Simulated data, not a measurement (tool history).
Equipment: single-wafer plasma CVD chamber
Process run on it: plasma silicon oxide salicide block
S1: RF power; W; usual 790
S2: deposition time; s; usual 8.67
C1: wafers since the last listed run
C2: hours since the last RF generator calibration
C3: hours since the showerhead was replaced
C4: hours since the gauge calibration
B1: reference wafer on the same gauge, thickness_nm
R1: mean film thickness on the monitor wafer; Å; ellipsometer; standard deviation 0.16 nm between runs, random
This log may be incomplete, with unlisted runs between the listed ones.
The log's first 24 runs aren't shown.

run    hour   S1     S2    C1     C2      C3     C4       B1       R1
 25   690.6  940   7.14   647  221.0  6194.1  151.1  103.989   744.28
 26   724.2  670   9.29   611  254.6  6227.7  184.7  103.989   894.98
 27   779.5  915   9.61  1005  309.9  6283.0  240.0  103.984   996.39
 28   792.7  790   8.67   240  323.1  6296.2  253.2  103.989   868.42
 29   823.1  645   9.50   552  353.5  6326.6  283.6  103.977   908.94
      862.9  -- showerhead replaced
 30   863.4  790   9.85   587  393.8     0.5  323.9  104.011   984.20
 31   890.6  930   9.70   494  421.0    27.7  351.1  104.061  1010.18
 32   905.2  750   7.50   265  435.6    42.3  365.7  103.972   740.61
 33   922.6  855   7.18   316  453.0    59.7  383.1  103.958   730.86
 34   950.2  695   8.06   501  480.6    87.3  410.7  104.024   782.48
 35   981.0  790  10.31   560  511.4   118.1  441.5  104.001  1031.15
 36  1016.0  790   8.67   636  546.4   153.1  476.5  104.062   867.68
 37  1033.4  880   7.61   316  563.8   170.5  493.9  103.969   779.52
 38  1047.4  730   8.67   254  577.8   184.5  507.9  103.999   852.15
 39  1065.1  685   8.07   321  595.5   202.2  525.6  104.053   782.03
 40  1099.1  940   9.61   618  629.5   236.2  559.6  103.971  1004.79
 41  1122.9  790   8.67   432  653.3   260.0  583.4  103.987   866.49
 42  1137.7  790   7.99   269  668.1   274.8  598.2  104.014   798.80

3 options for the next run, each taken on its own from the tool as it stands now. Forecast them:
  A  1138.1  665   8.67   7  668.5  275.2  598.6   ?   ?
  B  1138.1  875  10.35   7  668.5  275.2  598.6   ?   ?
  C  1138.1  870   9.75   7  668.5  275.2  598.6   ?   ?

run       B1       R1
  A  103.960   834.99
  B  103.960  1064.85
  C  103.960  1001.70
Without the tool's hidden state the same runs would have given:
run       R1
  A   837.31
  B  1067.82
  C  1004.49

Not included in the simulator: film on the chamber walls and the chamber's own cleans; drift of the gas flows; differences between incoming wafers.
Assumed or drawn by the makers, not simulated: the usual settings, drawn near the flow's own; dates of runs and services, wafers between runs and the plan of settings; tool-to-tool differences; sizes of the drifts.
